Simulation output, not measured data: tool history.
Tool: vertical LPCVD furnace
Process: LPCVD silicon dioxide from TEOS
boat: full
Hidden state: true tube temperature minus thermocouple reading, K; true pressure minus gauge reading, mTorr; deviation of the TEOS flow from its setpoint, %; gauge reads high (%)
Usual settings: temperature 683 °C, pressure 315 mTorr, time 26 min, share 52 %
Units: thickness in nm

| run | hour | temperature | pressure | time | share | wafers since the last listed run | hours since the last temperature calibration | hours since the pressure gauge was zeroed | hours since the TEOS flow controller was replaced | hours since the gauge calibration | read-back reference wafer on the same gauge, thickness | thickness |
|---|---|---|---|---|---|---|---|---|---|---|---|---|
| 1 | 0 | 683 | 315 | 26 | 52 | 0 | 3153.1 | 1967.7 | 3560.9 | 1734.7 | 111.77 | 119.17 |
| 2 | 54.7 | 683 | 315 | 26 | 52 | 453 | 3207.8 | 2022.4 | 3615.6 | 1789.4 | 112.03 | 119.28 |
| 3 | 108.1 | 683 | 315 | 26 | 52 | 443 | 3261.2 | 2075.8 | 3669 | 1842.8 | 111.97 | 119.12 |
|  | 123.6 | gauge calibrated |
| 4 | 177.2 | 683 | 315 | 26 | 47 | 573 | 3330.3 | 2144.9 | 3738.1 | 53.6 | 111.92 | 113.52 |
| 5 | 205.1 | 683 | 315 | 32 | 52 | 231 | 3358.2 | 2172.8 | 3766 | 81.5 | 111.86 | 146.89 |
|  | 240.6 | TEOS flow controller replaced |
| 6 | 247.8 | 683 | 315 | 26 | 52 | 155 | 3400.9 | 2215.5 | 7.2 | 124.2 | 111.89 | 119.33 |
| 7 | 289.5 | 683 | 315 | 26 | 52 | 345 | 3442.6 | 2257.2 | 48.9 | 165.9 | 111.89 | 118.92 |
| 8 | 334.5 | 689 | 290 | 26 | 43 | 373 | 3487.6 | 2302.2 | 93.9 | 210.9 | 111.97 | 120.44 |
|  | 385.6 | pressure gauge zeroed |
| 9 | 386.1 | 687 | 315 | 20 | 52 | 228 | 3539.2 | 0.5 | 145.5 | 262.5 | 111.88 | 98.57 |
| 10 | 452.1 | 689 | 250 | 26 | 57 | 547 | 3605.2 | 66.5 | 211.5 | 328.5 | 111.98 | 125.74 |
| 11 | 491.1 | 688 | 315 | 26 | 52 | 323 | 3644.2 | 105.5 | 250.5 | 367.5 | 111.89 | 131.16 |
| 12 | 534.8 | 683 | 315 | 33 | 52 | 362 | 3687.9 | 149.2 | 294.2 | 411.2 | 111.92 | 148.59 |
| 13 | 593.8 | 683 | 315 | 26 | 52 | 489 | 3746.9 | 208.2 | 353.2 | 470.2 | 112.05 | 117.06 |
| 14 | 648.8 | 683 | 315 | 26 | 52 | 456 | 3801.9 | 263.2 | 408.2 | 525.2 | 112 | 117.18 |
| 15 | 712.2 | 683 | 315 | 26 | 52 | 525 | 3865.3 | 326.6 | 471.6 | 588.6 | 111.85 | 117.78 |
| 16 | 784 | 693 | 345 | 26 | 52 | 595 | 3937.1 | 398.4 | 543.4 | 660.4 | 111.99 | 157.16 |
|  | 820.4 | thermocouples replaced and temperature profile calibrated |
| 17 | 844.2 | 688 | 315 | 26 | 62 | 300 | 23.8 | 458.6 | 603.6 | 720.6 | 111.9 | 144.82 |
| 18 | 894.1 | 688 | 315 | 20.5 | 52 | 413 | 73.7 | 508.5 | 653.5 | 770.5 | 111.92 | 105.4 |
| 19 | 962.9 | 683 | 345 | 31.5 | 48 | 570 | 142.5 | 577.3 | 722.3 | 839.3 | 112.05 | 143.69 |
| 20 | 1033.6 | 694 | 280 | 35 | 45 | 586 | 213.2 | 648 | 793 | 910 | 111.98 | 182.63 |
| 21 | 1088.1 | 674 | 350 | 26 | 44 | 452 | 267.7 | 702.5 | 847.5 | 964.5 | 112.05 | 91.95 |
| 22 | 1133.5 | 672 | 250 | 17.5 | 52 | 376 | 313.1 | 747.9 | 892.9 | 1009.9 | 111.97 | 54.71 |
| 23 | 1205.2 | 687 | 390 | 35.5 | 61 | 594 | 384.8 | 819.6 | 964.6 | 1081.6 | 111.98 | 214.1 |
| 24 | 1235.5 | 672 | 285 | 22 | 43 | 251 | 415.1 | 849.9 | 994.9 | 1111.9 | 112.02 | 66.68 |
| 25 | 1275.3 | 683 | 315 | 26 | 52 | 330 | 454.9 | 889.7 | 1034.7 | 1151.7 | 112.12 | 118.61 |
| 26 | 1335.5 | 683 | 315 | 26 | 52 | 499 | 515.1 | 949.9 | 1094.9 | 1211.9 | 111.99 | 118.49 |
| 27 | 1438.2 | 691 | 345 | 26 | 52 | 852 | 617.8 | 1052.6 | 1197.6 | 1314.6 | 111.86 | 150.55 |
| 28 | 1485.1 | 675 | 315 | 29.5 | 45 | 389 | 664.7 | 1099.5 | 1244.5 | 1361.5 | 112.06 | 103.27 |
| 29 | 1519.9 | 686 | 285 | 18.5 | 43 | 288 | 699.5 | 1134.3 | 1279.3 | 1396.3 | 111.97 | 78.47 |
| 30 | 1544.7 | 683 | 315 | 26 | 52 | 205 | 724.3 | 1159.1 | 1304.1 | 1421.1 | 111.88 | 119.2 |
| 31 | 1614.1 | 683 | 315 | 26 | 52 | 575 | 793.7 | 1228.5 | 1373.5 | 1490.5 | 112.14 | 118.68 |

Measured less the same run without the tool's hidden state. The same run-to-run variation is in both; the gauge's scatter may not be:
| run | thickness |
|---|---|
| 1 | +2.42 |
| 2 | +2.43 |
| 3 | +2.44 |
| 4 | +2.34 |
| 5 | +3.05 |
| 6 | +2.48 |
| 7 | +2.48 |
| 8 | +2.73 |
| 9 | -0.05 |
| 10 | +0.26 |
| 11 | +0.37 |
| 12 | +0.6 |
| 13 | +0.66 |
| 14 | +0.82 |
| 15 | +0.99 |
| 16 | +1.42 |
| 17 | +1.6 |
| 18 | +1.25 |
| 19 | +1.71 |
| 20 | +2.88 |
| 21 | +1.23 |
| 22 | +1.05 |
| 23 | +2.82 |
| 24 | +1.22 |
| 25 | +2.01 |
| 26 | +2.08 |
| 27 | +2.54 |
| 28 | +1.95 |
| 29 | +1.65 |
| 30 | +2.3 |
| 31 | +2.35 |

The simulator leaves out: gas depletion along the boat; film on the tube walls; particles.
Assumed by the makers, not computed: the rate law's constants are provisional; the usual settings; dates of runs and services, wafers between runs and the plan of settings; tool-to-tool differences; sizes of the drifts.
